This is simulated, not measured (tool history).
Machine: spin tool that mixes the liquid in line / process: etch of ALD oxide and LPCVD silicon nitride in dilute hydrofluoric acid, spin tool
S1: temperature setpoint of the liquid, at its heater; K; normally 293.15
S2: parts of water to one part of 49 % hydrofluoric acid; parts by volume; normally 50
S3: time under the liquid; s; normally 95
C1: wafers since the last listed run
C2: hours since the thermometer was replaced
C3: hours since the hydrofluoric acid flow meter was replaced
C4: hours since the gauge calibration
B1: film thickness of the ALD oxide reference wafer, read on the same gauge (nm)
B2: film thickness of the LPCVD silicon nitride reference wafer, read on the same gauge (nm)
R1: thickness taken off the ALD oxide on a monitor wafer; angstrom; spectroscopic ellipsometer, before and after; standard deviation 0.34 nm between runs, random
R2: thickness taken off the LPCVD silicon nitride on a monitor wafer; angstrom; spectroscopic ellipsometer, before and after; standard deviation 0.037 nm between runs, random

| run | hour | S1 | S2 | S3 | C1 | C2 | C3 | C4 | B1 | B2 | R1 | R2 |
|---|---|---|---|---|---|---|---|---|---|---|---|---|
| 1 | 0 | 297.15 | 50 | 95 | 0 | 624.3 | 1078.6 | 68.6 | 60.05 | 150.014 | 392.1 | 7.31 |
| 2 | 11.4 | 297.15 | 50 | 95 | 96 | 635.7 | 1090 | 80 | 60 | 150.006 | 390.4 | 7.78 |
| 3 | 28.8 | 293.15 | 50 | 115 | 147 | 653.1 | 1107.4 | 97.4 | 60.03 | 149.999 | 396.6 | 7.23 |
| 4 | 39.1 | 293.15 | 45 | 95 | 87 | 663.4 | 1117.7 | 107.7 | 60.02 | 149.982 | 369.3 | 6.22 |
| 5 | 55.6 | 293.15 | 50 | 95 | 139 | 679.9 | 1134.2 | 124.2 | 60.01 | 150 | 332.9 | 5.5 |
| 6 | 64.5 | 293.15 | 50 | 95 | 75 | 688.8 | 1143.1 | 133.1 | 60.03 | 149.994 | 332.1 | 5.41 |
| 7 | 78.6 | 293.15 | 50 | 95 | 119 | 702.9 | 1157.2 | 147.2 | 59.97 | 149.986 | 332.5 | 5.29 |
| 8 | 93.2 | 293.15 | 50 | 95 | 123 | 717.5 | 1171.8 | 161.8 | 59.98 | 149.989 | 327.5 | 5.8 |
| 9 | 113.1 | 293.15 | 50 | 95 | 168 | 737.4 | 1191.7 | 181.7 | 60.01 | 150.008 | 328.8 | 5.91 |
| 10 | 127 | 293.15 | 50 | 95 | 117 | 751.3 | 1205.6 | 195.6 | 60.04 | 150.002 | 329.4 | 5.49 |
| 11 | 142.2 | 293.15 | 50 | 95 | 128 | 766.5 | 1220.8 | 210.8 | 59.98 | 149.989 | 328 | 5.46 |
| 12 | 153.5 | 293.15 | 30 | 40 | 95 | 777.8 | 1232.1 | 222.1 | 59.99 | 150.007 | 236.2 | 3.99 |
|  | 159.7 | gauge calibrated |
|  | 161.1 | thermometer replaced |
| 13 | 161.6 | 293.15 | 50 | 95 | 59 | 0.5 | 1240.2 | 1.9 | 59.98 | 150.005 | 327.1 | 6.22 |
| 14 | 169.2 | 293.15 | 45 | 45 | 64 | 8.1 | 1247.8 | 9.5 | 60.01 | 149.985 | 170.8 | 2.95 |
|  | 176.1 | hydrofluoric acid flow meter replaced |
| 15 | 181.7 | 293.15 | 50 | 65 | 97 | 20.6 | 5.6 | 22 | 60.03 | 149.991 | 208.2 | 3.56 |
| 16 | 197.3 | 293.15 | 50 | 95 | 131 | 36.2 | 21.2 | 37.6 | 60.03 | 149.973 | 303.2 | 5.48 |
| 17 | 208.4 | 293.15 | 75 | 95 | 93 | 47.3 | 32.3 | 48.7 | 60.01 | 150.028 | 195.1 | 3.39 |
| 18 | 217.5 | 295.15 | 50 | 135 | 76 | 56.4 | 41.4 | 57.8 | 59.98 | 150.012 | 470.2 | 8.78 |
| 19 | 233.3 | 293.15 | 50 | 95 | 133 | 72.2 | 57.2 | 73.6 | 59.98 | 149.997 | 296.5 | 5.33 |
| 20 | 241 | 293.15 | 50 | 45 | 65 | 79.9 | 64.9 | 81.3 | 59.97 | 150.022 | 142.8 | 2.49 |
|  | 273 | hydrofluoric acid flow meter replaced, repeated, since the last time left the tool worse |
| 21 | 282.5 | 295.65 | 25 | 135 | 342 | 121.4 | 9.5 | 122.8 | 60 | 150.009 | 1158.2 | 21.99 |
| 22 | 295.4 | 293.15 | 50 | 95 | 109 | 134.3 | 22.4 | 135.7 | 60.02 | 149.981 | 357.5 | 5.71 |
| 23 | 307.3 | 290.15 | 75 | 135 | 100 | 146.2 | 34.3 | 147.6 | 60.04 | 149.996 | 292.4 | 4.88 |
| 24 | 318.6 | 296.15 | 50 | 95 | 95 | 157.5 | 45.6 | 158.9 | 60.01 | 150.002 | 405.8 | 7.99 |
| 25 | 326 | 293.15 | 70 | 95 | 62 | 164.9 | 53 | 166.3 | 60 | 149.986 | 255.4 | 4.78 |
| 26 | 340.5 | 293.15 | 50 | 95 | 122 | 179.4 | 67.5 | 180.8 | 59.97 | 149.98 | 357.5 | 6.28 |
| 27 | 378.6 | 291.65 | 60 | 140 | 321 | 217.5 | 105.6 | 218.9 | 59.99 | 150.003 | 413.3 | 6.5 |

Hidden condition of the tool, last listed run before each entry between runs versus first listed run after:
Between runs 12 and 13: gauge calibrated (hour 159.7); thermometer replaced (hour 161.1)
  hydrofluoric acid flow below the setpoint (%): 8.66 -> 8.71
  measured result minus the result with no hidden state, R1: -23.3 -> -33.3 angstrom; R2: -0.37 -> -0.58 angstrom
Between runs 14 and 15: hydrofluoric acid flow meter replaced (hour 176.1)
  hydrofluoric acid flow below the setpoint (%): 8.76 -> 15
  measured result minus the result with no hidden state, R1: -17.3 -> -39.3 angstrom; R2: -0.28 -> -0.61 angstrom
Between runs 20 and 21: hydrofluoric acid flow meter replaced, repeated, since the last time left the tool worse (hour 273)
  hydrofluoric acid flow below the setpoint (%): 15.4 -> 0.236
  measured result minus the result with no hidden state, R1: -27.8 -> -2.9 angstrom; R2: -0.44 -> -0.05 angstrom

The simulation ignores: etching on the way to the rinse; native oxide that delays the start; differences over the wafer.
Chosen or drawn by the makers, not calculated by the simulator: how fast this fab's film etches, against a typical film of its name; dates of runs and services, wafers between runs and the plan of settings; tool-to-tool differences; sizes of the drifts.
